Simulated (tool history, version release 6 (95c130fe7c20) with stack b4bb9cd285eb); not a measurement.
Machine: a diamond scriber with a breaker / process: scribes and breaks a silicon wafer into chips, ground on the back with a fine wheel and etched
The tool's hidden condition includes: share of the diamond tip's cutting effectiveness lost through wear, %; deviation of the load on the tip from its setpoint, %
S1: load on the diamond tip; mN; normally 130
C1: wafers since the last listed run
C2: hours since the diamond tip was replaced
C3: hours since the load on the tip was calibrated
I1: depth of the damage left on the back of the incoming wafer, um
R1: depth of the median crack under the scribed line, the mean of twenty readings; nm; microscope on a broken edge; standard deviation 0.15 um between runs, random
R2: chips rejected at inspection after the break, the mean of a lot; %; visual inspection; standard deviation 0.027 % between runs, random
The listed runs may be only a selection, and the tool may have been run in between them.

{"run": 1, "day": 0.0, "S1": 120, "C1": 0, "C2": 521.7, "C3": 453.4, "I1": 0.5, "R1": 6170, "R2": 18.36}
{"day": 0.221, "done": "diamond tip replaced by a new one"}
{"run": 2, "day": 8.617, "S1": 120, "C1": 454, "C2": 201.5, "C3": 660.2, "I1": 0.52, "R1": 6460, "R2": 12.87}
{"run": 3, "day": 10.521, "S1": 120, "C1": 101, "C2": 247.2, "C3": 705.9, "I1": 0.69, "R1": 6520, "R2": 14.37}
{"run": 4, "day": 11.692, "S1": 146, "C1": 62, "C2": 275.3, "C3": 734, "I1": 0.73, "R1": 7030, "R2": 5.55}
{"run": 5, "day": 13.738, "S1": 140, "C1": 109, "C2": 324.4, "C3": 783.1, "I1": 0.7, "R1": 6720, "R2": 8.19}
{"run": 6, "day": 16.204, "S1": 130, "C1": 131, "C2": 383.6, "C3": 842.3, "I1": 0.73, "R1": 6490, "R2": 13}
{"run": 7, "day": 18.688, "S1": 130, "C1": 132, "C2": 443.2, "C3": 901.9, "I1": 0.63, "R1": 6250, "R2": 14.51}
{"day": 20.15, "done": "load on the tip recalibrated"}
{"day": 20.629, "done": "diamond tip replaced by a new one"}
{"run": 8, "day": 20.875, "S1": 130, "C1": 107, "C2": 5.9, "C3": 17.4, "I1": 0.66, "R1": 7880, "R2": 0.62}
{"run": 9, "day": 21.996, "S1": 130, "C1": 59, "C2": 32.8, "C3": 44.3, "I1": 0.41, "R1": 7490, "R2": 1.04}
{"run": 10, "day": 24.604, "S1": 102, "C1": 138, "C2": 95.4, "C3": 106.9, "I1": 0.31, "R1": 6410, "R2": 12.87}
{"run": 11, "day": 27.462, "S1": 102, "C1": 152, "C2": 164, "C3": 175.5, "I1": 0.3, "R1": 6390, "R2": 16.81}
{"run": 12, "day": 29.629, "S1": 102, "C1": 115, "C2": 216, "C3": 227.5, "I1": 0.57, "R1": 6220, "R2": 19.37}
{"run": 13, "day": 31.471, "S1": 130, "C1": 98, "C2": 260.2, "C3": 271.7, "I1": 0.32, "R1": 6660, "R2": 8.18}
{"run": 14, "day": 33.375, "S1": 130, "C1": 101, "C2": 305.9, "C3": 317.4, "I1": 0.41, "R1": 6740, "R2": 9.87}
{"run": 15, "day": 35.175, "S1": 130, "C1": 95, "C2": 349.1, "C3": 360.6, "I1": 0.34, "R1": 6510, "R2": 10.78}
{"run": 16, "day": 36.854, "S1": 130, "C1": 89, "C2": 389.4, "C3": 400.9, "I1": 0.31, "R1": 6760, "R2": 11.8}
{"run": 17, "day": 38.538, "S1": 130, "C1": 89, "C2": 429.8, "C3": 441.3, "I1": 0.3, "R1": 6520, "R2": 12.73}
{"day": 39.271, "done": "diamond tip replaced by a new one"}
{"run": 18, "day": 39.704, "S1": 130, "C1": 57, "C2": 10.4, "C3": 469.3, "I1": 0.75, "R1": 7850, "R2": 0.86}
{"run": 19, "day": 41.667, "S1": 148, "C1": 104, "C2": 57.5, "C3": 516.4, "I1": 0.41, "R1": 7880, "R2": 0.62}
{"run": 20, "day": 44.625, "S1": 167, "C1": 157, "C2": 128.5, "C3": 587.4, "I1": 0.37, "R1": 7710, "R2": 0.51}
{"run": 21, "day": 46.342, "S1": 167, "C1": 91, "C2": 169.7, "C3": 628.6, "I1": 0.42, "R1": 7740, "R2": 0.74}
{"run": 22, "day": 47.362, "S1": 166, "C1": 54, "C2": 194.2, "C3": 653.1, "I1": 0.7, "R1": 7490, "R2": 1.13}
{"run": 23, "day": 48.512, "S1": 150, "C1": 61, "C2": 221.8, "C3": 680.7, "I1": 0.55, "R1": 7050, "R2": 4.19}
{"run": 24, "day": 50.367, "S1": 95, "C1": 98, "C2": 266.3, "C3": 725.2, "I1": 0.54, "R1": 5930, "R2": 30.83}
{"run": 25, "day": 53.167, "S1": 161, "C1": 149, "C2": 333.5, "C3": 792.4, "I1": 0.63, "R1": 7150, "R2": 3.85}
{"day": 54.471, "done": "load on the tip recalibrated"}
{"day": 58.867, "done": "diamond tip replaced by a new one"}
{"run": 26, "day": 62.029, "S1": 104, "C1": 463, "C2": 75.9, "C3": 181.4, "I1": 0.68, "R1": 6680, "R2": 11.63}
{"run": 27, "day": 63.062, "S1": 153, "C1": 55, "C2": 100.7, "C3": 206.2, "I1": 0.55, "R1": 7680, "R2": 0.82}
{"run": 28, "day": 65.05, "S1": 158, "C1": 105, "C2": 148.4, "C3": 253.9, "I1": 0.49, "R1": 7530, "R2": 1.08}
{"run": 29, "day": 68.046, "S1": 157, "C1": 159, "C2": 220.3, "C3": 325.8, "I1": 0.61, "R1": 7280, "R2": 2.64}
{"run": 30, "day": 69.808, "S1": 115, "C1": 93, "C2": 262.6, "C3": 368.1, "I1": 0.6, "R1": 6280, "R2": 17.64}
{"run": 31, "day": 72.4, "S1": 92, "C1": 138, "C2": 324.8, "C3": 430.3, "I1": 0.45, "R1": 5710, "R2": 32.6}
{"run": 32, "day": 75.596, "S1": 102, "C1": 170, "C2": 401.5, "C3": 507, "I1": 0.59, "R1": 5780, "R2": 28.55}
{"run": 33, "day": 77.362, "S1": 168, "C1": 94, "C2": 443.9, "C3": 549.4, "I1": 0.78, "R1": 7290, "R2": 3.85}
{"run": 34, "day": 79.762, "S1": 151, "C1": 127, "C2": 501.5, "C3": 607, "I1": 0.69, "R1": 6850, "R2": 8.09}
{"day": 81.083, "done": "diamond tip replaced by a new one"}
{"run": 35, "day": 82.229, "S1": 119, "C1": 126, "C2": 27.5, "C3": 666.2, "I1": 0.68, "R1": 7350, "R2": 2.58}
{"run": 36, "day": 83.979, "S1": 130, "C1": 93, "C2": 69.5, "C3": 708.2, "I1": 0.63, "R1": 7440, "R2": 2.35}
{"run": 37, "day": 86.425, "S1": 130, "C1": 130, "C2": 128.2, "C3": 766.9, "I1": 0.77, "R1": 6900, "R2": 4.56}
{"run": 38, "day": 88.375, "S1": 167, "C1": 103, "C2": 175, "C3": 813.7, "I1": 0.62, "R1": 7690, "R2": 0.63}
{"day": 91.017, "done": "load on the tip recalibrated"}
{"run": 39, "day": 93.058, "S1": 160, "C1": 245, "C2": 287.4, "C3": 49, "I1": 0.39, "R1": 7310, "R2": 2.44}
{"run": 40, "day": 95.596, "S1": 143, "C1": 135, "C2": 348.3, "C3": 109.9, "I1": 0.72, "R1": 7000, "R2": 7.54}
{"run": 41, "day": 97.6, "S1": 130, "C1": 106, "C2": 396.4, "C3": 158, "I1": 0.34, "R1": 6560, "R2": 12.78}
{"day": 99.492, "done": "diamond tip replaced by a new one"}
{"run": 42, "day": 99.533, "S1": 130, "C1": 98, "C2": 1, "C3": 204.4, "I1": 0.67, "R1": 7500, "R2": 0.69}

Exercise: give the hidden state of the tool at every run:
deviation of the load on the tip from its setpoint, %: 0, the same for each run
H1: share of the diamond tip's cutting effectiveness lost through wear, %
run=1 H1=26.7
run=2 H1=19.9
run=3 H1=21.8
run=4 H1=22.7
run=5 H1=24
run=6 H1=25.1
run=7 H1=25.9
run=8 H1=1.18
run=9 H1=4.96
run=10 H1=11.7
run=11 H1=16.7
run=12 H1=19.4
run=13 H1=21
run=14 H1=22.4
run=15 H1=23.3
run=16 H1=24
run=17 H1=24.6
run=18 H1=3.89
run=19 H1=9.97
run=20 H1=16.4
run=21 H1=19.1
run=22 H1=20.4
run=23 H1=21.7
run=24 H1=23.3
run=25 H1=25
run=26 H1=12
run=27 H1=14.3
run=28 H1=17.9
run=29 H1=21.7
run=30 H1=23.2
run=31 H1=24.9
run=32 H1=26.3
run=33 H1=26.8
run=34 H1=27.4
run=35 H1=4.78
run=36 H1=9.76
run=37 H1=14.9
run=38 H1=17.9
run=39 H1=22.4
run=40 H1=23.8
run=41 H1=24.7
run=42 H1=2.82
